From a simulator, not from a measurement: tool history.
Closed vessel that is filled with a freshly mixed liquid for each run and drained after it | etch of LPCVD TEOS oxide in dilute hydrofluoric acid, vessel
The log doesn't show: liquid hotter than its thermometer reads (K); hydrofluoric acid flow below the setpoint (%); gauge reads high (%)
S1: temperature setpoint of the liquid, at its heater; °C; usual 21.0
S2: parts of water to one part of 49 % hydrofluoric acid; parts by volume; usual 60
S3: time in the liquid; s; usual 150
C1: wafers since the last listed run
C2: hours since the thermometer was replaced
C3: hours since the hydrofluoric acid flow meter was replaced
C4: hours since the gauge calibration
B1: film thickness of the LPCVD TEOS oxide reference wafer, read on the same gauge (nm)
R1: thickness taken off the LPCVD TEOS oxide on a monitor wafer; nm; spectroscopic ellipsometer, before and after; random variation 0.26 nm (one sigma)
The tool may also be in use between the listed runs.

run,hour,S1,S2,S3,C1,C2,C3,C4,B1,R1
1,0.0,21.0,60,105,0,725.6,477.7,917.0,143.16,26.63
# hour 26.6: thermometer replaced
2,77.7,21.0,60,150,9382,51.1,555.4,994.7,143.37,38.79
3,116.3,21.0,60,150,4721,89.7,594.0,1033.3,143.49,38.65
4,169.7,21.0,60,90,6532,143.1,647.4,1086.7,143.64,23.16
5,276.0,21.0,60,90,13003,249.4,753.7,1193.0,144.06,23.42
6,375.7,21.0,60,90,12196,349.1,853.4,1292.7,144.36,23.62
# hour 415.9: hydrofluoric acid flow meter replaced
7,464.1,21.0,60,150,10691,437.5,48.2,1381.1,144.63,39.11
8,518.0,21.0,60,150,6593,491.4,102.1,1435.0,144.80,39.36
9,605.1,21.0,60,150,10654,578.5,189.2,1522.1,145.10,39.59
10,706.2,21.0,80,150,12367,679.6,290.3,1623.2,145.45,28.81
# hour 772.6: thermometer replaced
11,775.0,21.0,80,150,8293,2.4,359.1,1692.0,145.59,29.01
12,828.4,21.0,60,150,6532,55.8,412.5,1745.4,145.83,38.94
13,878.7,21.0,60,150,6153,106.1,462.8,1795.7,145.95,38.95
14,975.4,21.0,60,150,11829,202.8,559.5,1892.4,146.27,39.72
15,1055.8,21.0,60,150,9835,283.2,639.9,1972.8,146.49,39.78
16,1157.5,17.0,45,120,12440,384.9,741.6,2074.5,146.89,36.05
# hour 1170.3: hydrofluoric acid flow meter replaced
17,1217.1,21.0,60,230,7168,444.5,46.8,2134.1,147.04,61.00
18,1303.0,21.0,60,70,10507,530.4,132.7,2220.0,147.37,18.63
19,1348.9,21.0,60,150,5614,576.3,178.6,2265.9,147.48,40.05
# hour 1391.6: thermometer replaced
20,1402.1,21.0,60,150,6385,10.5,231.8,2319.1,147.72,39.91
21,1468.8,19.5,50,190,8159,77.2,298.5,2385.8,147.86,58.06
# hour 1479.0: gauge calibrated
22,1575.4,21.0,60,150,13040,183.8,405.1,96.4,140.73,38.58
23,1636.4,25.0,60,200,7462,244.8,466.1,157.4,140.95,59.42
24,1919.0,17.5,35,210,34569,527.4,748.7,440.0,141.89,82.31
25,1986.8,18.5,60,65,8293,595.2,816.5,507.8,142.07,14.97

The next listed run, before its measurement:
# hour 2008.8: hydrofluoric acid flow meter replaced
26,2083.0,21.0,60,150,11645,691.4,74.2,604.0,?,?

B1: 142.39
R1: 38.68 nm
Without the tool's hidden state the same run would have given R1 38.04 nm.

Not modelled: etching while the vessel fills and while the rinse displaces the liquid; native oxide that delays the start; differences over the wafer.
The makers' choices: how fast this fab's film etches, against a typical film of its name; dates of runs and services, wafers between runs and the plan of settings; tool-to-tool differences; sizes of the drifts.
